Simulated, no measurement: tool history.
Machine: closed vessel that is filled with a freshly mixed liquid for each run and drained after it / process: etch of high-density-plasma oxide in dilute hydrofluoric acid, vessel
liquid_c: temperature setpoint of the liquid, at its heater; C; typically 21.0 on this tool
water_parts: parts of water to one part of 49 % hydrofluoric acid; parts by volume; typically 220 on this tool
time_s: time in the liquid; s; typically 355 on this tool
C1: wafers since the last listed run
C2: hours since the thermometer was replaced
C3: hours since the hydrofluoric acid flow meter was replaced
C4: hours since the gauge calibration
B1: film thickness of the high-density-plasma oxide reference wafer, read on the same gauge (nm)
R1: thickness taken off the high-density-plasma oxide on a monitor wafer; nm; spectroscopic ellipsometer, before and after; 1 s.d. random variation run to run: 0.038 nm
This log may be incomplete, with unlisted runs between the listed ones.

Run 1, day 0.000: usual settings but liquid_c 24.0 C; C1 0; C2 840.3; C3 1668.4; C4 442.7; B1 80.06. Result: R1 7.47 nm.
Run 2, day 7.058: usual settings but liquid_c 24.0 C; C1 15873; C2 1009.7; C3 1837.8; C4 612.1; B1 80.00. Result: R1 7.40 nm.
Run 3, day 10.871: usual settings but water_parts 195 parts by volume; C1 8573; C2 1101.2; C3 1929.3; C4 703.6; B1 80.00. Result: R1 7.58 nm.
Run 4, day 17.438: usual settings; C1 14767; C2 1258.8; C3 2086.9; C4 861.2; B1 80.02. Result: R1 6.62 nm.
Run 5, day 18.992: usual settings; C1 3495; C2 1296.1; C3 2124.2; C4 898.5; B1 80.04. Result: R1 6.62 nm.
Run 6, day 21.029: usual settings; C1 4582; C2 1345.0; C3 2173.1; C4 947.4; B1 80.03. Result: R1 6.63 nm.
At day 21.679: hydrofluoric acid flow meter replaced.
At day 23.396: gauge calibrated.
Run 7, day 25.150: usual settings; C1 9173; C2 1443.9; C3 83.3; C4 42.1; B1 80.02. Result: R1 6.90 nm.
Run 8, day 27.954: usual settings; C1 6306; C2 1511.2; C3 150.6; C4 109.4; B1 79.98. Result: R1 6.92 nm.
At day 31.883: thermometer replaced.
Run 9, day 31.996: usual settings but liquid_c 23.5 C, water_parts 295 parts by volume; C1 8995; C2 2.7; C3 247.6; C4 206.4; B1 79.98. Result: R1 5.19 nm.
Run 10, day 34.446: usual settings but water_parts 180 parts by volume; C1 5509; C2 61.5; C3 306.4; C4 265.2; B1 80.04. Result: R1 8.73 nm.
Run 11, day 36.042: usual settings but water_parts 260 parts by volume, time_s 300 s; C1 3588; C2 99.8; C3 344.7; C4 303.5; B1 80.00. Result: R1 4.74 nm.
Run 12, day 38.596: usual settings but water_parts 265 parts by volume; C1 5744; C2 161.1; C3 406.0; C4 364.8; B1 80.02. Result: R1 5.48 nm.
Run 13, day 41.629: usual settings but liquid_c 18.5 C, water_parts 275 parts by volume; C1 6821; C2 233.9; C3 478.8; C4 437.6; B1 79.99. Result: R1 4.75 nm.
Run 14, day 45.450: usual settings but water_parts 260 parts by volume, time_s 300 s; C1 8592; C2 325.6; C3 570.5; C4 529.3; B1 80.02. Result: R1 4.68 nm.
Run 15, day 48.317: usual settings but liquid_c 24.5 C, water_parts 280 parts by volume, time_s 250 s; C1 6446; C2 394.4; C3 639.3; C4 598.1; B1 79.97. Result: R1 4.04 nm.
Run 16, day 50.638: usual settings; C1 5219; C2 450.1; C3 695.0; C4 653.8; B1 79.98. Result: R1 6.74 nm.

Here are 5 independent what-if runs from the current tool condition. What would each one return?
Run A, day 50.667: usual settings; C1 65; C2 450.8; C3 695.7; C4 654.5; B1 ?. Result: R1 ?.
Run B, day 50.667: usual settings but liquid_c 17.0 C, time_s 435 s; C1 65; C2 450.8; C3 695.7; C4 654.5; B1 ?. Result: R1 ?.
Run C, day 50.667: usual settings but water_parts 295 parts by volume; C1 65; C2 450.8; C3 695.7; C4 654.5; B1 ?. Result: R1 ?.
Run D, day 50.667: usual settings but liquid_c 19.0 C, time_s 495 s; C1 65; C2 450.8; C3 695.7; C4 654.5; B1 ?. Result: R1 ?.
Run E, day 50.667: usual settings but liquid_c 24.5 C, water_parts 115 parts by volume, time_s 215 s; C1 65; C2 450.8; C3 695.7; C4 654.5; B1 ?. Result: R1 ?.

run     B1     R1
  A  79.99   6.83
  B  79.99   7.17
  C  79.99   4.74
  D  79.99   8.82
  E  79.99  10.16
Had the tool no hidden state, the same runs would have come out as:
run     R1
  A   6.97
  B   7.32
  C   4.84
  D   9.01
  E  10.36
